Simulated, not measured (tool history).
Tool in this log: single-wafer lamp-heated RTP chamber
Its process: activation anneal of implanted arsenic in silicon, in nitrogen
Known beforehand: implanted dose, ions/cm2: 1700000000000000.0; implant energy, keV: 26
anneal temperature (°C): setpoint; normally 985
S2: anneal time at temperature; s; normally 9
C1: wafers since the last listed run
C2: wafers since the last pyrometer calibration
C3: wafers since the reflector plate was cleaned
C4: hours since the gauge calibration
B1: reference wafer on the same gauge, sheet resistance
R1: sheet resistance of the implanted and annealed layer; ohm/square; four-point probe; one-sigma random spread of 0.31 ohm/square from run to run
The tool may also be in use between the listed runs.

{"run": 1, "hour": 0.0, "anneal temperature (°C)": 985, "S2": 9, "C1": 0, "C2": 1449, "C3": 3450, "C4": 872.6, "B1": 98.79, "R1": 106.58}
{"hour": 5.3, "done": "gauge calibrated"}
{"run": 2, "hour": 69.7, "anneal temperature (°C)": 985, "S2": 9, "C1": 1235, "C2": 2684, "C3": 4685, "C4": 64.4, "B1": 100.64, "R1": 109.1}
{"run": 3, "hour": 97.4, "anneal temperature (°C)": 991, "S2": 9, "C1": 490, "C2": 3175, "C3": 5176, "C4": 92.1, "B1": 100.6, "R1": 107.04}
{"hour": 150.7, "done": "reflector plate cleaned"}
{"hour": 158.6, "done": "pyrometer window cleaned and pyrometer calibrated"}
{"run": 4, "hour": 159.1, "anneal temperature (°C)": 991, "S2": 9, "C1": 812, "C2": 9, "C3": 9, "C4": 153.8, "B1": 100.42, "R1": 106.89}
{"run": 5, "hour": 289.6, "anneal temperature (°C)": 991, "S2": 9, "C1": 2312, "C2": 2321, "C3": 2321, "C4": 284.3, "B1": 100.02, "R1": 106.31}
{"run": 6, "hour": 341.9, "anneal temperature (°C)": 985, "S2": 11, "C1": 926, "C2": 3248, "C3": 3248, "C4": 336.6, "B1": 99.88, "R1": 106.27}
{"run": 7, "hour": 378.7, "anneal temperature (°C)": 985, "S2": 9, "C1": 652, "C2": 3900, "C3": 3900, "C4": 373.4, "B1": 99.78, "R1": 108.13}
{"hour": 436.4, "done": "pyrometer window cleaned and pyrometer calibrated"}
{"run": 8, "hour": 439.4, "anneal temperature (°C)": 972, "S2": 11, "C1": 933, "C2": 52, "C3": 4834, "C4": 434.1, "B1": 99.65, "R1": 110.38}
{"run": 9, "hour": 500.5, "anneal temperature (°C)": 972, "S2": 11, "C1": 1082, "C2": 1135, "C3": 5917, "C4": 495.2, "B1": 99.48, "R1": 110.3}
{"hour": 522.3, "done": "reflector plate cleaned"}
{"hour": 665.9, "done": "pyrometer window cleaned and pyrometer calibrated"}
{"run": 10, "hour": 673.7, "anneal temperature (°C)": 999, "S2": 7, "C1": 2785, "C2": 138, "C3": 2541, "C4": 668.4, "B1": 98.96, "R1": 104.59}
{"run": 11, "hour": 743.4, "anneal temperature (°C)": 1011, "S2": 12, "C1": 1235, "C2": 1373, "C3": 3776, "C4": 738.1, "B1": 98.82, "R1": 96.43}
{"hour": 746.6, "done": "gauge calibrated"}
{"run": 12, "hour": 809.7, "anneal temperature (°C)": 985, "S2": 9, "C1": 1174, "C2": 2548, "C3": 4951, "C4": 63.1, "B1": 100.77, "R1": 108.37}
{"run": 13, "hour": 880.0, "anneal temperature (°C)": 985, "S2": 12, "C1": 1245, "C2": 3794, "C3": 6196, "C4": 133.4, "B1": 100.55, "R1": 106.02}
{"hour": 912.2, "done": "reflector plate cleaned"}
{"hour": 927.0, "done": "pyrometer window cleaned and pyrometer calibrated"}
{"run": 14, "hour": 940.4, "anneal temperature (°C)": 962, "S2": 7, "C1": 786, "C2": 237, "C3": 357, "C4": 193.8, "B1": 100.48, "R1": 117.71}
{"run": 15, "hour": 1006.0, "anneal temperature (°C)": 997, "S2": 6, "C1": 1162, "C2": 1400, "C3": 1520, "C4": 259.4, "B1": 100.24, "R1": 108.45}
{"run": 16, "hour": 1103.0, "anneal temperature (°C)": 985, "S2": 6, "C1": 1718, "C2": 3119, "C3": 3239, "C4": 356.4, "B1": 100.01, "R1": 111.81}
{"run": 17, "hour": 1145.6, "anneal temperature (°C)": 985, "S2": 9, "C1": 754, "C2": 3874, "C3": 3994, "C4": 399, "B1": 99.93, "R1": 107.72}
{"hour": 1198.1, "done": "pyrometer window cleaned and pyrometer calibrated"}
{"run": 18, "hour": 1216.4, "anneal temperature (°C)": 985, "S2": 14, "C1": 1112, "C2": 323, "C3": 5106, "C4": 469.8, "B1": 99.69, "R1": 103.81}
{"run": 19, "hour": 1247.5, "anneal temperature (°C)": 960, "S2": 7, "C1": 551, "C2": 874, "C3": 5658, "C4": 500.9, "B1": 99.61, "R1": 117.33}
{"hour": 1283.9, "done": "reflector plate cleaned"}
{"run": 20, "hour": 1288.3, "anneal temperature (°C)": 985, "S2": 9, "C1": 581, "C2": 1455, "C3": 77, "C4": 541.7, "B1": 99.51, "R1": 107.52}

Forecast each of these 4 alternatives for the next run:
{"run": "A", "hour": 1288.7, "anneal temperature (°C)": 985, "S2": 9, "C1": 7, "C2": 1462, "C3": 84, "C4": 542.1, "B1": "?", "R1": "?"}
{"run": "B", "hour": 1288.7, "anneal temperature (°C)": 973, "S2": 6, "C1": 7, "C2": 1462, "C3": 84, "C4": 542.1, "B1": "?", "R1": "?"}
{"run": "C", "hour": 1288.7, "anneal temperature (°C)": 967, "S2": 6, "C1": 7, "C2": 1462, "C3": 84, "C4": 542.1, "B1": "?", "R1": "?"}
{"run": "D", "hour": 1288.7, "anneal temperature (°C)": 974, "S2": 14, "C1": 7, "C2": 1462, "C3": 84, "C4": 542.1, "B1": "?", "R1": "?"}

run=A B1=99.58 R1=107.75
run=B B1=99.58 R1=114.76
run=C B1=99.58 R1=116.45
run=D B1=99.58 R1=107.52
Take away the tool's hidden state, keep each run's random variation, and the runs would have read:
run=A R1=109.39
run=B R1=116.5
run=C R1=118.22
run=D R1=109.15
